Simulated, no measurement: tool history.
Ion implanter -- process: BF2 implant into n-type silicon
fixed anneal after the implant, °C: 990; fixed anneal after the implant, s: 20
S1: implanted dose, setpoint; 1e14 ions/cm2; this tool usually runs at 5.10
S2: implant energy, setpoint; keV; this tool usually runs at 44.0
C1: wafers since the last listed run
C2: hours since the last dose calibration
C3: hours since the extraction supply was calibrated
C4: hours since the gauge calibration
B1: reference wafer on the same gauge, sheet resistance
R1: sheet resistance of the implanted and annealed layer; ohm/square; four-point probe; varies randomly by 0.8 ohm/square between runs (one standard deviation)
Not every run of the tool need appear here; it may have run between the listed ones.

run	hour	S1	S2	C1	C2	C3	C4	B1	R1
1	0.0	5.10	44.0	0	794.4	2628.9	69.6	198.05	212.59
2	22.2	5.10	44.0	602	816.6	2651.1	91.8	197.92	212.77
3	28.9	5.10	44.0	181	823.3	2657.8	98.5	197.98	213.25
4	37.8	5.69	44.0	241	832.2	2666.7	107.4	198.05	193.48
5	53.8	5.69	44.0	433	848.2	2682.7	123.4	198.10	194.90
6	63.7	5.69	44.0	268	858.1	2692.6	133.3	197.99	194.94
7	71.4	5.54	33.0	208	865.8	2700.3	141.0	197.86	209.31
8	86.4	5.54	33.0	406	880.8	2715.3	156.0	197.92	210.36
9	95.0	5.54	33.0	233	889.4	2723.9	164.6	197.97	210.85
10	104.8	5.10	48.0	265	899.2	2733.7	174.4	198.00	210.99
11	116.0	5.10	48.0	303	910.4	2744.9	185.6	198.10	212.95
12	131.1	5.10	36.0	409	925.5	2760.0	200.7	198.26	220.71
13	146.5	5.10	36.0	417	940.9	2775.4	216.1	197.90	220.49
14	159.7	5.10	36.0	358	954.1	2788.6	229.3	198.05	220.99
15	167.1	4.05	58.0	200	961.5	2796.0	236.7	198.14	257.55
16	173.3	5.54	33.0	168	967.7	2802.2	242.9	198.22	211.52
17	180.8	4.61	29.0	203	975.2	2809.7	250.4	197.99	248.76
18	197.4	3.67	29.0	450	991.8	2826.3	267.0	198.28	301.02
19	210.0	5.10	44.0	341	1004.4	2838.9	279.6	197.97	215.75
# hour 221.6: gauge calibrated
20	223.7	5.87	52.5	371	1018.1	2852.6	2.1	198.09	187.55
21	235.2	3.93	58.5	311	1029.6	2864.1	13.6	198.14	264.96
22	245.3	5.10	44.0	273	1039.7	2874.2	23.7	197.82	214.42
23	262.6	5.10	56.0	469	1057.0	2891.5	41.0	197.78	213.29
# hour 271.6: extraction supply calibrated
# hour 279.1: Faraday cup replaced and dose calibrated
24	279.6	5.54	33.0	40	0.5	8.0	58.0	198.01	215.46
25	291.7	6.33	35.5	328	12.6	20.1	70.1	198.19	194.11
26	308.2	5.57	37.5	447	29.1	36.6	86.6	198.04	210.19
27	316.7	4.63	44.0	230	37.6	45.1	95.1	197.89	242.58
28	348.8	5.10	54.5	870	69.7	77.2	127.2	198.01	218.35
29	374.3	6.19	29.5	691	95.2	102.7	152.7	198.10	204.16
30	382.4	5.10	44.0	219	103.3	110.8	160.8	198.27	223.05
# hour 395.7: Faraday cup replaced and dose calibrated, repeated, since the last time left the tool worse
31	396.2	5.10	44.0	157	0.5	124.6	174.6	197.96	208.50
32	405.2	5.10	44.0	244	9.5	133.6	183.6	197.93	207.99
33	415.1	6.35	57.0	268	19.4	143.5	193.5	198.14	170.78
34	460.3	3.94	32.0	1226	64.6	188.7	238.7	198.05	269.90
35	471.4	5.10	52.5	301	75.7	199.8	249.8	198.10	203.16
36	479.0	5.78	48.0	206	83.3	207.4	257.4	198.10	184.73
37	487.8	5.10	33.0	238	92.1	216.2	266.2	198.07	216.60

The tool's hidden state at each run:
deviation of the true energy from its setpoint, %: 0 on each run
gauge reads high (%): 0 on each run
H1: deviation of the true dose from the Faraday cup's reading, %
run	H1
1	-1.98
2	-2.13
3	-2.17
4	-2.23
5	-2.33
6	-2.4
7	-2.45
8	-2.55
9	-2.61
10	-2.68
11	-2.76
12	-2.87
13	-2.98
14	-3.08
15	-3.14
16	-3.18
17	-3.24
18	-3.37
19	-3.47
20	-3.57
21	-3.67
22	-3.75
23	-3.89
24	-6.45
25	-6.45
26	-6.45
27	-6.45
28	-6.47
29	-6.48
30	-6.49
31	0.627
32	0.626
33	0.625
34	0.61
35	0.604
36	0.6
37	0.594

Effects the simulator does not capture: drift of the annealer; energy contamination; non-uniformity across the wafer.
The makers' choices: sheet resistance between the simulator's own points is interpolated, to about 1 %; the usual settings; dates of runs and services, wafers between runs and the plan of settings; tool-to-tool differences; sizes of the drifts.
